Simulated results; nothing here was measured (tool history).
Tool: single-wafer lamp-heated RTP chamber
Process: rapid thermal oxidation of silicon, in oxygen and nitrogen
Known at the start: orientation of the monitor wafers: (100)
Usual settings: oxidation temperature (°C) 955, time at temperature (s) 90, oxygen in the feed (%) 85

run   hour  oxidation temperature (°C)  time at temperature (s)  oxygen in the feed (%)  read-back reference wafer on the same gauge, thickness  oxide thickness on the monitor wafer (nm)
  1      0                         955                       90                      85                                                   4.063                                      4.707
  2   12.2                         955                       90                      79                                                   4.057                                       4.61
  3   38.9                         955                       90                      85                                                   4.057                                      4.738
      68.3  -- gauge calibrated
  4   73.1                         955                       90                      85                                                   4.055                                      4.718
  5   88.8                         955                      109                      85                                                   4.063                                       5.14
  6    112                         955                       90                      85                                                   4.059                                      4.738
  7    145                         955                       90                      85                                                   4.061                                       4.75
  8  174.6                         955                       90                      85                                                    4.06                                      4.794
     184.1  -- pyrometer window cleaned and pyrometer calibrated
  9  210.3                         955                       90                      85                                                   4.056                                      4.652
 10  224.1                         974                       90                      85                                                    4.06                                      5.366
 11  239.4                         955                       90                      67                                                   4.065                                      4.357
 12  260.4                         930                      105                      70                                                   4.056                                      3.924
 13  281.6                         955                       90                      85                                                   4.062                                      4.717
 14  317.5                         930                      105                      70                                                   4.062                                      3.925
 15  338.9                         972                       90                      85                                                    4.06                                      5.357
     357.9  -- oxygen flow controller replaced
     362.9  -- gauge calibrated
 16  366.4                         965                      104                      85                                                   4.059                                      5.406
 17  390.9                         963                       56                      59                                                   4.056                                      3.684
 18  407.6                         955                      127                      85                                                   4.066                                      5.531
 19  420.8                         955                       90                      85                                                   4.053                                      4.754
 20  455.9                         935                       90                      60                                                   4.066                                      3.699
       483  -- pyrometer window cleaned and pyrometer calibrated
 21  483.5                         947                      133                      69                                                   4.057                                      4.854
 22  496.9                         955                       47                      77                                                   4.058                                      3.477

4 ways to go on from here, each from the tool as it stands after run 22. What would each give?
  A  497.3                         955                       90                      85                                                       ?                                          ?
  B  497.3                         939                       46                      62                                                       ?                                          ?
  C  497.3                         941                       90                      55                                                       ?                                          ?
  D  497.3                         928                      113                      98                                                       ?                                          ?

run  read-back reference wafer on the same gauge, thickness  oxide thickness on the monitor wafer (nm)
  A                                                   4.063                                      4.678
  B                                                   4.063                                      2.992
  C                                                   4.063                                      3.707
  D                                                   4.063                                      4.407
Without the tool's hidden state the same runs would have given:
run  oxide thickness on the monitor wafer (nm)
  A                                      4.652
  B                                       2.98
  C                                       3.69
  D                                      4.383
